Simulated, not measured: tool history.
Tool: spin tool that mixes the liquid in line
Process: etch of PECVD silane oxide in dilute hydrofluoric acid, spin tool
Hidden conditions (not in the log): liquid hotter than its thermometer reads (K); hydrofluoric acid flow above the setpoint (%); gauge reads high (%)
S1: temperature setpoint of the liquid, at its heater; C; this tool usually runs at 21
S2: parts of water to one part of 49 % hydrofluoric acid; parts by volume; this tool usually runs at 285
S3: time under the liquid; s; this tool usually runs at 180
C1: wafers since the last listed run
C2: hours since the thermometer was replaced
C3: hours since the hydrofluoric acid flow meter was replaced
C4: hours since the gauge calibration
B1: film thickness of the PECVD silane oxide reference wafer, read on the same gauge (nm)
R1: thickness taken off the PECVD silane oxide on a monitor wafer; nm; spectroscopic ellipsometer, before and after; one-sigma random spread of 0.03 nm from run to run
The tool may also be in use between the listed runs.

Run 1, day 0: usual settings; C1 0; C2 2384.5; C3 1875.8; C4 77.2; B1 149.99. Result: R1 18.55 nm.
Run 2, day 1.133: usual settings; C1 197; C2 2411.7; C3 1903; C4 104.4; B1 149.99. Result: R1 18.54 nm.
Run 3, day 2.233: usual settings; C1 191; C2 2438.1; C3 1929.4; C4 130.8; B1 149.98. Result: R1 18.72 nm.
Run 4, day 2.829: usual settings; C1 103; C2 2452.4; C3 1943.7; C4 145.1; B1 149.98. Result: R1 18.72 nm.
Run 5, day 3.45: usual settings; C1 108; C2 2467.3; C3 1958.6; C4 160; B1 150.01. Result: R1 18.68 nm.
Run 6, day 4.642: usual settings; C1 207; C2 2495.9; C3 1987.2; C4 188.6; B1 149.99. Result: R1 18.83 nm.
Run 7, day 5.738: usual settings but S3 250 s; C1 190; C2 2522.2; C3 2013.5; C4 214.9; B1 150. Result: R1 26.19 nm.
Run 8, day 6.421: usual settings; C1 118; C2 2538.6; C3 2029.9; C4 231.3; B1 149.99. Result: R1 18.9 nm.
At day 6.7: hydrofluoric acid flow meter replaced.
At day 6.754: thermometer replaced.
Run 9, day 7: usual settings but S2 175 parts by volume; C1 86; C2 5.9; C3 7.2; C4 245.2; B1 149.97. Result: R1 28 nm.
At day 7.325: gauge calibrated.
Run 10, day 8.075: usual settings but S1 26 C, S2 230 parts by volume, S3 75 s; C1 187; C2 31.7; C3 33; C4 18; B1 149.97. Result: R1 10.13 nm.

What will run 11 give?
Run 11, day 8.85: usual settings but S1 18 C; C1 134; C2 50.3; C3 51.6; C4 36.6; B1 ?. Result: R1 ?.

{"run 11": {"B1": 150.01, "R1": 13.86}}
Take away the tool's hidden state, keep the run-to-run variation as it was, and the same run would have given R1 13.52 nm.

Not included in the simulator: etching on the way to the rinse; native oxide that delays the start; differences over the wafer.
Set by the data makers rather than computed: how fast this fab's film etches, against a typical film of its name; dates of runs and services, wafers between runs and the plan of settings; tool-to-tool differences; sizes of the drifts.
